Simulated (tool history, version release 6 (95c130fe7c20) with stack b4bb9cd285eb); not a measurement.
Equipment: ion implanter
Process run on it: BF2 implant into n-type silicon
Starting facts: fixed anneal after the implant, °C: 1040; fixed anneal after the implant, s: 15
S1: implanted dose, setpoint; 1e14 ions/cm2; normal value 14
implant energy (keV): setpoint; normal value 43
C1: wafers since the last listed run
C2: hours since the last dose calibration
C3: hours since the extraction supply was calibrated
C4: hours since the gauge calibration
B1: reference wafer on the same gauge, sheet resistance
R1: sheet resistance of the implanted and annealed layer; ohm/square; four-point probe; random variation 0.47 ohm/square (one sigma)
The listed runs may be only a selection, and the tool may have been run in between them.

run 1 hour=0 | S1=14 implant_energy_(keV)=52 | C1=0 C2=537.3 C3=3205.9 C4=823.5 | B1=127.11 | R1=99.91
-- hour=35.9 Faraday cup replaced and dose calibrated
run 2 hour=70.8 | S1=14 implant_energy_(keV)=52 | C1=958 C2=34.9 C3=3276.7 C4=894.3 | B1=127.04 | R1=100.4
run 3 hour=142.1 | S1=14 implant_energy_(keV)=43 | C1=1088 C2=106.2 C3=3348 C4=965.6 | B1=126.93 | R1=106.51
run 4 hour=206.9 | S1=14 implant_energy_(keV)=43 | C1=988 C2=171 C3=3412.8 C4=1030.4 | B1=126.93 | R1=106.09
run 5 hour=247.9 | S1=14 implant_energy_(keV)=43 | C1=625 C2=212 C3=3453.8 C4=1071.4 | B1=126.99 | R1=106.32
run 6 hour=306.5 | S1=14 implant_energy_(keV)=43 | C1=894 C2=270.6 C3=3512.4 C4=1130 | B1=126.78 | R1=106.54
run 7 hour=359.8 | S1=14 implant_energy_(keV)=43 | C1=813 C2=323.9 C3=3565.7 C4=1183.3 | B1=127.02 | R1=105.91
run 8 hour=404.2 | S1=14 implant_energy_(keV)=43 | C1=677 C2=368.3 C3=3610.1 C4=1227.7 | B1=127.15 | R1=106.66
run 9 hour=453 | S1=16.24 implant_energy_(keV)=43 | C1=744 C2=417.1 C3=3658.9 C4=1276.5 | B1=127.08 | R1=100.43
run 10 hour=478.5 | S1=16.24 implant_energy_(keV)=43 | C1=389 C2=442.6 C3=3684.4 C4=1302 | B1=127.04 | R1=100.44
-- hour=490.1 gauge calibrated
run 11 hour=507.3 | S1=16.24 implant_energy_(keV)=43 | C1=439 C2=471.4 C3=3713.2 C4=17.2 | B1=127.06 | R1=100.54
-- hour=539.8 extraction supply calibrated
run 12 hour=571.9 | S1=14 implant_energy_(keV)=43 | C1=863 C2=536 C3=32.1 C4=81.8 | B1=127.14 | R1=106.23
-- hour=591.2 Faraday cup replaced and dose calibrated
run 13 hour=608.7 | S1=14 implant_energy_(keV)=43 | C1=439 C2=17.5 C3=68.9 C4=118.6 | B1=126.96 | R1=105.79
run 14 hour=650.8 | S1=10.69 implant_energy_(keV)=55.5 | C1=642 C2=59.6 C3=111 C4=160.7 | B1=126.95 | R1=117.85
run 15 hour=711.8 | S1=14 implant_energy_(keV)=43 | C1=930 C2=120.6 C3=172 C4=221.7 | B1=126.98 | R1=106.38
run 16 hour=746.8 | S1=14 implant_energy_(keV)=43 | C1=534 C2=155.6 C3=207 C4=256.7 | B1=127.13 | R1=106.53
run 17 hour=808.8 | S1=10.17 implant_energy_(keV)=56.5 | C1=946 C2=217.6 C3=269 C4=318.7 | B1=126.82 | R1=121.77
run 18 hour=862.1 | S1=11.14 implant_energy_(keV)=56 | C1=813 C2=270.9 C3=322.3 C4=372 | B1=127.2 | R1=113.86
run 19 hour=892.7 | S1=17.89 implant_energy_(keV)=49 | C1=466 C2=301.5 C3=352.9 C4=402.6 | B1=126.98 | R1=92.39
run 20 hour=925.2 | S1=10.65 implant_energy_(keV)=55.5 | C1=495 C2=334 C3=385.4 C4=435.1 | B1=127.09 | R1=116.77
run 21 hour=996.8 | S1=14 implant_energy_(keV)=34 | C1=1092 C2=405.6 C3=457 C4=506.7 | B1=126.97 | R1=115.66
run 22 hour=1029.4 | S1=12.78 implant_energy_(keV)=54 | C1=497 C2=438.2 C3=489.6 C4=539.3 | B1=127.18 | R1=104.31
run 23 hour=1053.9 | S1=14 implant_energy_(keV)=43 | C1=373 C2=462.7 C3=514.1 C4=563.8 | B1=126.94 | R1=105.72
run 24 hour=1104.4 | S1=11.96 implant_energy_(keV)=51 | C1=770 C2=513.2 C3=564.6 C4=614.3 | B1=127.15 | R1=110.35
run 25 hour=1148.6 | S1=16.73 implant_energy_(keV)=43 | C1=674 C2=557.4 C3=608.8 C4=658.5 | B1=126.97 | R1=100.26

Alternative continuations, all from the tool just after run 25; predict every row:
run A hour=1149 | S1=14 implant_energy_(keV)=43 | C1=6 C2=557.8 C3=609.2 C4=658.9 | B1=? | R1=?
run B hour=1149 | S1=14 implant_energy_(keV)=31 | C1=6 C2=557.8 C3=609.2 C4=658.9 | B1=? | R1=?
run C hour=1149 | S1=10.88 implant_energy_(keV)=54 | C1=6 C2=557.8 C3=609.2 C4=658.9 | B1=? | R1=?

run=A B1=127.25 R1=105.77
run=B B1=127.25 R1=118.33
run=C B1=127.25 R1=116.02
What these runs would have given with no unlogged condition in the tool:
run=A R1=105.77
run=B R1=118.33
run=C R1=116.02

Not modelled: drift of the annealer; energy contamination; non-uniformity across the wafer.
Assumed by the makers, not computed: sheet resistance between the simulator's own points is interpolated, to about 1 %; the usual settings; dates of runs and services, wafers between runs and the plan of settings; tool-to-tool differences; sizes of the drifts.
